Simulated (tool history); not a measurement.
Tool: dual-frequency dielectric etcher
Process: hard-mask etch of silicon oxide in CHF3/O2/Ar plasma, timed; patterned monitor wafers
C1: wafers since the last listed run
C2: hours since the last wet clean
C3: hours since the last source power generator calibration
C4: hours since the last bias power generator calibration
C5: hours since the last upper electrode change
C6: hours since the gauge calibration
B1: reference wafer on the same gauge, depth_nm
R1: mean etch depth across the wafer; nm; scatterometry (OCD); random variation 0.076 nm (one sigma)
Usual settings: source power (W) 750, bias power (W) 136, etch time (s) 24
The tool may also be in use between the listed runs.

run 1 day=0 | source_power_(W)=750 bias_power_(W)=136 etch_time_(s)=24 | C1=0 C2=365.3 C3=2140 C4=1314 C5=4490.5 C6=162.5 | B1=45.37 | R1=51.39
run 2 day=0.55 | source_power_(W)=750 bias_power_(W)=136 etch_time_(s)=24 | C1=171 C2=378.5 C3=2153.2 C4=1327.2 C5=4503.7 C6=175.7 | B1=45.41 | R1=51.44
run 3 day=1.079 | source_power_(W)=750 bias_power_(W)=111 etch_time_(s)=24 | C1=165 C2=391.2 C3=2165.9 C4=1339.9 C5=4516.4 C6=188.4 | B1=45.4 | R1=48.31
run 4 day=1.825 | source_power_(W)=750 bias_power_(W)=111 etch_time_(s)=24 | C1=233 C2=409.1 C3=2183.8 C4=1357.8 C5=4534.3 C6=206.3 | B1=45.43 | R1=48.36
run 5 day=2.562 | source_power_(W)=750 bias_power_(W)=136 etch_time_(s)=24 | C1=230 C2=426.8 C3=2201.5 C4=1375.5 C5=4552 C6=224 | B1=45.39 | R1=51.64
run 6 day=3.275 | source_power_(W)=750 bias_power_(W)=136 etch_time_(s)=24 | C1=222 C2=443.9 C3=2218.6 C4=1392.6 C5=4569.1 C6=241.1 | B1=45.4 | R1=51.56
run 7 day=4.021 | source_power_(W)=750 bias_power_(W)=136 etch_time_(s)=24 | C1=233 C2=461.8 C3=2236.5 C4=1410.5 C5=4587 C6=259 | B1=45.4 | R1=51.55
run 8 day=4.533 | source_power_(W)=750 bias_power_(W)=136 etch_time_(s)=24 | C1=160 C2=474.1 C3=2248.8 C4=1422.8 C5=4599.3 C6=271.3 | B1=45.4 | R1=51.57
-- day=4.938 bias power generator calibrated
run 9 day=4.958 | source_power_(W)=660 bias_power_(W)=136 etch_time_(s)=24 | C1=80 C2=484.3 C3=2259 C4=0.5 C5=4609.5 C6=281.5 | B1=45.37 | R1=49.3
run 10 day=5.158 | source_power_(W)=660 bias_power_(W)=136 etch_time_(s)=24 | C1=62 C2=489.1 C3=2263.8 C4=5.3 C5=4614.3 C6=286.3 | B1=45.4 | R1=49.23
run 11 day=5.9 | source_power_(W)=660 bias_power_(W)=136 etch_time_(s)=24 | C1=231 C2=506.9 C3=2281.6 C4=23.1 C5=4632.1 C6=304.1 | B1=45.39 | R1=49.28
run 12 day=6.604 | source_power_(W)=750 bias_power_(W)=136 etch_time_(s)=24 | C1=220 C2=523.8 C3=2298.5 C4=40 C5=4649 C6=321 | B1=45.39 | R1=51.88
run 13 day=6.988 | source_power_(W)=750 bias_power_(W)=136 etch_time_(s)=24 | C1=119 C2=533 C3=2307.7 C4=49.2 C5=4658.2 C6=330.2 | B1=45.4 | R1=51.77
-- day=7.942 source power generator calibrated
-- day=8.042 wet clean of the chamber
run 14 day=8.062 | source_power_(W)=900 bias_power_(W)=121 etch_time_(s)=21 | C1=252 C2=0.5 C3=2.9 C4=75 C5=4684 C6=356 | B1=45.39 | R1=45.58
run 15 day=8.079 | source_power_(W)=810 bias_power_(W)=136 etch_time_(s)=24 | C1=5 C2=0.9 C3=3.3 C4=75.4 C5=4684.4 C6=356.4 | B1=45.39 | R1=51.94
run 16 day=8.708 | source_power_(W)=750 bias_power_(W)=136 etch_time_(s)=26 | C1=196 C2=16 C3=18.4 C4=90.5 C5=4699.5 C6=371.5 | B1=45.41 | R1=54.62
run 17 day=9.379 | source_power_(W)=750 bias_power_(W)=102 etch_time_(s)=28.5 | C1=209 C2=32.1 C3=34.5 C4=106.6 C5=4715.6 C6=387.6 | B1=45.38 | R1=54.88
-- day=9.954 gauge calibrated
-- day=10.896 upper electrode replaced
run 18 day=10.917 | source_power_(W)=750 bias_power_(W)=127 etch_time_(s)=24 | C1=168 C2=69 C3=71.4 C4=143.5 C5=0.5 C6=23.1 | B1=45.38 | R1=49.44
run 19 day=12.221 | source_power_(W)=750 bias_power_(W)=136 etch_time_(s)=26 | C1=407 C2=100.3 C3=102.7 C4=174.8 C5=31.8 C6=54.4 | B1=45.39 | R1=54.81
run 20 day=12.517 | source_power_(W)=750 bias_power_(W)=136 etch_time_(s)=28.5 | C1=92 C2=107.4 C3=109.8 C4=181.9 C5=38.9 C6=61.5 | B1=45.41 | R1=60.07
run 21 day=13.15 | source_power_(W)=880 bias_power_(W)=108 etch_time_(s)=30.5 | C1=198 C2=122.6 C3=125 C4=197.1 C5=54.1 C6=76.7 | B1=45.39 | R1=63.62
run 22 day=14.583 | source_power_(W)=700 bias_power_(W)=151 etch_time_(s)=24 | C1=448 C2=157 C3=159.4 C4=231.5 C5=88.5 C6=111.1 | B1=45.41 | R1=51.19

Forecast each of these 5 alternatives for the next run:
run A day=14.6 | source_power_(W)=750 bias_power_(W)=136 etch_time_(s)=24 | C1=5 C2=157.4 C3=159.8 C4=231.9 C5=88.9 C6=111.5 | B1=? | R1=?
run B day=14.6 | source_power_(W)=670 bias_power_(W)=113 etch_time_(s)=19 | C1=5 C2=157.4 C3=159.8 C4=231.9 C5=88.9 C6=111.5 | B1=? | R1=?
run C day=14.6 | source_power_(W)=750 bias_power_(W)=136 etch_time_(s)=27 | C1=5 C2=157.4 C3=159.8 C4=231.9 C5=88.9 C6=111.5 | B1=? | R1=?
run D day=14.6 | source_power_(W)=640 bias_power_(W)=136 etch_time_(s)=21.5 | C1=5 C2=157.4 C3=159.8 C4=231.9 C5=88.9 C6=111.5 | B1=? | R1=?
run E day=14.6 | source_power_(W)=880 bias_power_(W)=160 etch_time_(s)=30 | C1=5 C2=157.4 C3=159.8 C4=231.9 C5=88.9 C6=111.5 | B1=? | R1=?

run=A B1=45.4 R1=50.77
run=B B1=45.4 R1=36.31
run=C B1=45.4 R1=57.12
run=D B1=45.4 R1=42.83
run=E B1=45.4 R1=71.08
Without the tool's hidden state the same runs would have given:
run=A R1=50.42
run=B R1=36.06
run=C R1=56.72
run=D R1=42.54
run=E R1=70.59
